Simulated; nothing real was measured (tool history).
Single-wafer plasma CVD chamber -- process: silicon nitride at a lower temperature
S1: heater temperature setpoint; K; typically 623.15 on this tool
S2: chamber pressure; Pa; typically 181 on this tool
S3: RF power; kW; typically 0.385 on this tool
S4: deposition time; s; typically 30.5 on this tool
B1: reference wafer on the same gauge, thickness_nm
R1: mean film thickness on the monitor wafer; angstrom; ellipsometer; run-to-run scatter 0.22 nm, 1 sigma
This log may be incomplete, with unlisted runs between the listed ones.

run   hour      S1   S2     S3    S4      B1      R1
  1    0.0  630.15  203  0.385  30.5  41.188  414.33
  2   12.6  623.15  197  0.385  30.5  41.153  407.14
  3   45.0  623.15  197  0.385  30.5  41.200  406.14
  4   61.4  629.15  161  0.320  30.5  41.202  317.62
  5   79.7  634.15  181  0.310  30.5  41.233  313.46
  6   96.0  614.15  181  0.330  26.5  41.147  296.53
     153.5  -- capacitance manometer re-zeroed and calibrated, repeated, since the last time left the tool worse
  7  199.6  623.15  209  0.385  30.5  41.142  427.79
  8  281.2  623.15  148  0.385  30.5  41.161  386.14
  9  306.2  623.15  181  0.385  30.5  41.266  406.55
 10  326.3  623.15  181  0.310  30.5  41.178  323.46
     364.9  -- RF generator calibrated
 11  365.4  636.15  156  0.335  30.5  41.134  335.64
 12  381.1  623.15  181  0.385  30.5  41.238  406.28
 13  408.4  623.15  152  0.385  30.5  41.218  387.51
 14  441.0  623.15  181  0.385  30.5  41.233  409.64
     460.1  -- showerhead replaced
 15  460.6  632.15  149  0.385  30.5  41.200  381.81
 16  469.2  623.15  221  0.440  30.5  41.269  487.16
 17  490.5  614.15  200  0.385  34.6  41.289  482.76
 18  505.1  634.15  181  0.455  30.5  41.253  465.74
 19  523.1  618.15  225  0.385  30.5  41.103  434.57
 20  547.4  623.15  181  0.385  33.7  41.205  452.57
 21  581.8  623.15  225  0.445  30.5  41.113  497.27
 22  617.3  623.15  225  0.385  30.5  41.175  430.71
 23  636.9  630.15  181  0.385  30.5  41.310  406.92
 24  658.5  623.15  181  0.385  30.5  41.207  408.36
 25  687.3  632.15  149  0.385  30.5  41.196  382.05
 26  714.7  623.15  224  0.385  30.5  41.248  434.39
 27  747.5  632.15  181  0.385  27.7  41.250  369.84
 28  759.9  623.15  181  0.445  30.5  41.230  461.25

Each row is a separate what-if for the run after 28, all from the same tool condition, not one after another. Results?
  A  760.3  623.15  181  0.385  27.0   ?   ?
  B  760.3  615.15  143  0.360  36.5   ?   ?
  C  760.3  611.15  181  0.385  28.8   ?   ?
  D  760.3  636.15  181  0.385  32.9   ?   ?
  E  760.3  630.15  181  0.425  25.4   ?   ?

run      B1      R1
  A  41.256  365.17
  B  41.256  430.53
  C  41.256  390.98
  D  41.256  442.82
  E  41.256  374.88
With no hidden state in the tool, these same runs would have given:
run      R1
  A  367.19
  B  433.07
  C  393.15
  D  445.27
  E  376.96

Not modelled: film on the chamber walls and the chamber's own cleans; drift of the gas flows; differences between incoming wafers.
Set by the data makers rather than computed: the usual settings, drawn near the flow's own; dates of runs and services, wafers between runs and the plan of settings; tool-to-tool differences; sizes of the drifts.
